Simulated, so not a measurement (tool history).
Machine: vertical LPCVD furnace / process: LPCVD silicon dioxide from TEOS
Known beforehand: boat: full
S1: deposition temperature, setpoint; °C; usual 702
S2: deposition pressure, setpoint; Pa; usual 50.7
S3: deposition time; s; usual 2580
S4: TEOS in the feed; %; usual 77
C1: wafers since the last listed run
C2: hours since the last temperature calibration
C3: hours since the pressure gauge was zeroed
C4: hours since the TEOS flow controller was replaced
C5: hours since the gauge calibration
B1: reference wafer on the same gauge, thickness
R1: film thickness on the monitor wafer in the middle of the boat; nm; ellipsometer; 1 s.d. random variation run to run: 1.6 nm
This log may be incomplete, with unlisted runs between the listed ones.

run	day	S1	S2	S3	S4	C1	C2	C3	C4	C5	B1	R1
1	0.000	702	50.7	2580	77	0	2125.7	4596.5	5286.4	248.2	359.83	445.46
2	0.921	702	50.7	2580	77	371	2147.8	4618.6	5308.5	270.3	359.76	439.87
3	2.888	702	50.7	2580	77	793	2195.0	4665.8	5355.7	317.5	360.11	442.32
4	4.171	709	50.7	2580	77	517	2225.8	4696.6	5386.5	348.3	359.75	519.98
5	5.650	709	50.7	2580	77	596	2261.3	4732.1	5422.0	383.8	360.36	516.83
6	6.329	709	50.7	2580	77	273	2277.6	4748.4	5438.3	400.1	360.19	521.99
# day 7.733: TEOS flow controller replaced
# day 8.646: pressure gauge zeroed
7	8.667	702	50.7	2580	77	171	2333.7	0.5	22.4	456.2	359.75	440.92
8	8.862	702	50.7	2580	77	78	2338.4	5.2	27.1	460.9	360.17	441.67
# day 9.433: gauge calibrated
# day 10.525: thermocouples replaced and temperature profile calibrated
9	10.546	702	42.0	3390	77	275	0.5	45.6	67.5	26.7	360.10	550.04
10	10.742	702	50.7	2580	77	78	5.2	50.3	72.2	31.4	359.74	461.17
11	12.225	691	38.7	2580	77	598	40.8	85.9	107.8	67.0	359.90	311.90
# day 13.988: thermocouples replaced and temperature profile calibrated, repeated, since the last time left the tool worse
12	14.008	702	50.7	2970	77	315	0.5	128.7	150.6	109.8	360.59	477.19
13	14.642	702	50.7	2970	77	255	15.7	143.9	165.8	125.0	360.58	476.35
14	15.471	702	44.7	2580	77	334	35.6	163.8	185.7	144.9	359.81	388.55
15	16.312	702	50.7	2970	77	339	55.8	184.0	205.9	165.1	359.53	476.00
16	17.638	710	45.3	1980	77	534	87.6	215.8	237.7	196.9	359.68	364.63
17	18.175	702	42.7	3360	77	216	100.5	228.7	250.6	209.8	359.47	501.09
18	18.775	711	45.3	2580	77	241	114.9	243.1	265.0	224.2	360.35	490.31
19	19.675	702	50.7	1560	77	362	136.5	264.7	286.6	245.8	360.05	253.33
20	20.567	702	54.0	3060	66	359	157.9	286.1	308.0	267.2	360.39	474.59
21	21.129	702	50.7	2580	77	226	171.4	299.6	321.5	280.7	360.06	422.47

Below are 5 alternative next runs, each starting from the tool's condition after run 21. Predict each:
A	21.329	702	38.0	2580	77	80	176.2	304.4	326.3	285.5	?	?
B	21.329	702	50.7	1740	88	80	176.2	304.4	326.3	285.5	?	?
C	21.329	702	50.7	2580	83	80	176.2	304.4	326.3	285.5	?	?
D	21.329	702	50.7	1710	77	80	176.2	304.4	326.3	285.5	?	?
E	21.329	702	50.7	2100	77	80	176.2	304.4	326.3	285.5	?	?

run	B1	R1
A	360.18	363.89
B	360.18	302.94
C	360.18	436.24
D	360.18	278.49
E	360.18	342.01
Stripped of hidden state, with their random variation kept, the same runs would have yielded:
run	R1
A	354.89
B	295.45
C	425.45
D	271.60
E	333.55
